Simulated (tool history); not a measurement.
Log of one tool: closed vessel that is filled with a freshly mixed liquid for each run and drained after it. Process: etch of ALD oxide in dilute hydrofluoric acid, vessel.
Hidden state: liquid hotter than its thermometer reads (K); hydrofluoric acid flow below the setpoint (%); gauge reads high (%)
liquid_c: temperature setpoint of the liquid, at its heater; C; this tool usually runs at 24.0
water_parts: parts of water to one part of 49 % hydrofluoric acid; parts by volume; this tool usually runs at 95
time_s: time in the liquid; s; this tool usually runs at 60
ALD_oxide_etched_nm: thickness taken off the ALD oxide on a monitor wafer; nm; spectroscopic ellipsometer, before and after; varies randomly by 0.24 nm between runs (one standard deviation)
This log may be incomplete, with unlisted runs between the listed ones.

run    hour  liquid_c  water_parts  time_s  wafers since the last listed run  hours since the thermometer was replaced  hours since the hydrofluoric acid flow meter was replaced  hours since the gauge calibration  read-back film thickness of the ALD oxide reference wafer, read on the same gauge (nm)  ALD_oxide_etched_nm
  1     0.0      24.0           95      80                                 0                                    1631.4                                                      633.4                              655.2                                                                                   99.99                30.26
  2    37.4      24.0           95      60                              3204                                    1668.8                                                      670.8                              692.6                                                                                   99.99                21.94
  3    90.7      24.0           95      60                              4566                                    1722.1                                                      724.1                              745.9                                                                                   99.99                22.24
  4   141.4      24.0           95      40                              4343                                    1772.8                                                      774.8                              796.6                                                                                  100.01                14.74
  5   242.6      24.0           95      40                              8669                                    1874.0                                                      876.0                              897.8                                                                                  100.00                14.74
      428.5  -- thermometer replaced
  6   552.0      24.0           95      40                             26421                                     123.5                                                     1185.4                             1207.2                                                                                  100.00                14.48
  7   616.3      24.0           95      60                              5508                                     187.8                                                     1249.7                             1271.5                                                                                  100.01                21.30
  8   706.7      24.0           95      60                              7744                                     278.2                                                     1340.1                             1361.9                                                                                   99.99                21.00
  9   743.0      22.5          120      50                              3109                                     314.5                                                     1376.4                             1398.2                                                                                  100.02                12.76
 10   780.2      27.5           95      60                              3186                                     351.7                                                     1413.6                             1435.4                                                                                   99.98                24.17
      784.2  -- gauge calibrated
 11   887.7      24.0           95      60                              9209                                     459.2                                                     1521.1                              103.5                                                                                   99.99                20.73
      942.6  -- hydrofluoric acid flow meter replaced
 12   946.4      20.0           50      70                              4943                                     517.9                                                        3.8                              162.2                                                                                  100.00                47.34
 13  1039.6      25.5          135      75                              7984                                     611.1                                                       97.0                              255.4                                                                                  100.00                21.38
 14  1126.6      19.0           55      60                              7453                                     698.1                                                      184.0                              342.4                                                                                  100.01                34.94
 15  1215.4      24.0           95      60                              7607                                     786.9                                                      272.8                              431.2                                                                                  100.00                23.55
 16  1254.7      28.5           95      45                              3366                                     826.2                                                      312.1                              470.5                                                                                  100.00                20.97

Each row is a separate what-if for the run after 16, all from the same tool condition, not one after another. Results?
  A  1255.4      24.0           95      60                                59                                     826.9                                                      312.8                              471.2                                                                                       ?                    ?
  B  1255.4      28.0           95      30                                59                                     826.9                                                      312.8                              471.2                                                                                       ?                    ?
  C  1255.4      25.5           75      75                                59                                     826.9                                                      312.8                              471.2                                                                                       ?                    ?
  D  1255.4      21.5          120      75                                59                                     826.9                                                      312.8                              471.2                                                                                       ?                    ?

run  read-back film thickness of the ALD oxide reference wafer, read on the same gauge (nm)  ALD_oxide_etched_nm
  A                                                                                   99.99                23.68
  B                                                                                   99.99                13.84
  C                                                                                   99.99                40.85
  D                                                                                   99.99                20.59
Had the tool no hidden state, the same runs would have come out as:
run  ALD_oxide_etched_nm
  A                24.34
  B                14.23
  C                41.97
  D                21.17
